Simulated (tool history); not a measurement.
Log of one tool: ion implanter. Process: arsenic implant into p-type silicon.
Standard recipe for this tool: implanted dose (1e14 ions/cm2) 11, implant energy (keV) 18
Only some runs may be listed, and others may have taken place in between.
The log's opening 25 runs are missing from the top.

run	day	implanted dose (1e14 ions/cm2)	implant energy (keV)	wafers since the last listed run	hours since the last dose calibration	hours since the extraction supply was calibrated	hours since the gauge calibration	read-back reference wafer on the same gauge, sheet resistance	sheet resistance of the implanted and annealed layer (ohm/square)
26	72.162	13.59	22.5	1523	492.2	487.7	307	121.16	98.07
27	76.188	9.72	13.5	1939	588.8	584.3	403.6	120.94	125.75
28	79.808	11	18	1744	675.7	671.2	490.5	120.88	112.28
29	82.679	11	22	1383	744.6	740.1	559.4	121.09	109.19
30	86.046	12.31	13	1622	825.4	820.9	640.2	120.95	112.6
31	89.154	11	18	1497	900	895.5	714.8	121.06	113.87
32	91.908	8.94	23	1327	966.1	961.6	780.9	121.04	124.42
33	98.217	7.94	12	3039	1117.5	1113	932.3	120.91	145.94
34	99.804	11	18	764	1155.6	1151.1	970.4	121.11	114.56
35	102.85	11	21.5	1467	1228.7	1224.2	1043.5	121.03	110.81
36	105.338	11	18	1198	1288.4	1283.9	1103.2	120.9	114.62
# day 106.167: Faraday cup replaced and dose calibrated
37	107.067	9.76	23	672	21.6	1325.4	1144.7	120.99	115.76

4 options for the next run, each taken on its own from the tool as it stands now. Forecast them:
A	107.083	13.74	18	8	22	1325.8	1145.1	?	?
B	107.083	13.56	21.5	8	22	1325.8	1145.1	?	?
C	107.083	13.89	12.5	8	22	1325.8	1145.1	?	?
D	107.083	13.4	22.5	8	22	1325.8	1145.1	?	?

run	read-back reference wafer on the same gauge, sheet resistance	sheet resistance of the implanted and annealed layer (ohm/square)
A	121.05	101.02
B	121.05	97.93
C	121.05	106.77
D	121.05	97.47
Take away the tool's hidden state, keep each run's random variation, and the runs would have read:
run	sheet resistance of the implanted and annealed layer (ohm/square)
A	101.1
B	98.02
C	106.85
D	97.56

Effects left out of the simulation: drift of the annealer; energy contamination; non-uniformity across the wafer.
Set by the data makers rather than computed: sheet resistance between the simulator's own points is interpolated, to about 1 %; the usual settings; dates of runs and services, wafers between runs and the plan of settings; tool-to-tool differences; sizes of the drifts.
